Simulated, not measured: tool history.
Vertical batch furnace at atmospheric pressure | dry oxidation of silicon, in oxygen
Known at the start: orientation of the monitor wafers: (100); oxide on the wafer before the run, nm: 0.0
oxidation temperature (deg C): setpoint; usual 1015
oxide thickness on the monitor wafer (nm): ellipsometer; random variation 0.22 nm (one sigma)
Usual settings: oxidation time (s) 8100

run   hour  oxidation temperature (deg C)  oxidation time (s)  read-back reference wafer on the same gauge, thickness  oxide thickness on the monitor wafer (nm)
  1    0.0                           1032                8100                                                   85.86                                      93.72
  2   65.7                           1032                8100                                                   85.80                                      94.43
  3  135.2                           1015                8100                                                   85.77                                      81.10
  4  172.2                           1015                8100                                                   85.79                                      81.12
     226.6  -- boat lift adjusted
     243.2  -- thermocouples replaced and temperature profile calibrated
  5  243.7                           1015                8100                                                   85.85                                      79.88
  6  286.7                           1015                8100                                                   85.81                                      79.29
  7  315.5                           1015                8100                                                   85.80                                      79.45
  8  385.5                           1006                8100                                                   85.78                                      73.05
  9  428.3                            994                6390                                                   85.81                                      55.28
 10  468.9                           1015                5220                                                   85.86                                      59.26
 11  515.4                           1030                5850                                                   85.80                                      73.26

The next listed run, before its measurement:
     552.9  -- gauge calibrated
 12  565.6                           1015                8100                                                       ?                                          ?

Run 12 gave read-back reference wafer on the same gauge, thickness 85.82, oxide thickness on the monitor wafer (nm) 79.83.
Without the tool's hidden state the same run would have given oxide thickness on the monitor wafer (nm) 79.16.

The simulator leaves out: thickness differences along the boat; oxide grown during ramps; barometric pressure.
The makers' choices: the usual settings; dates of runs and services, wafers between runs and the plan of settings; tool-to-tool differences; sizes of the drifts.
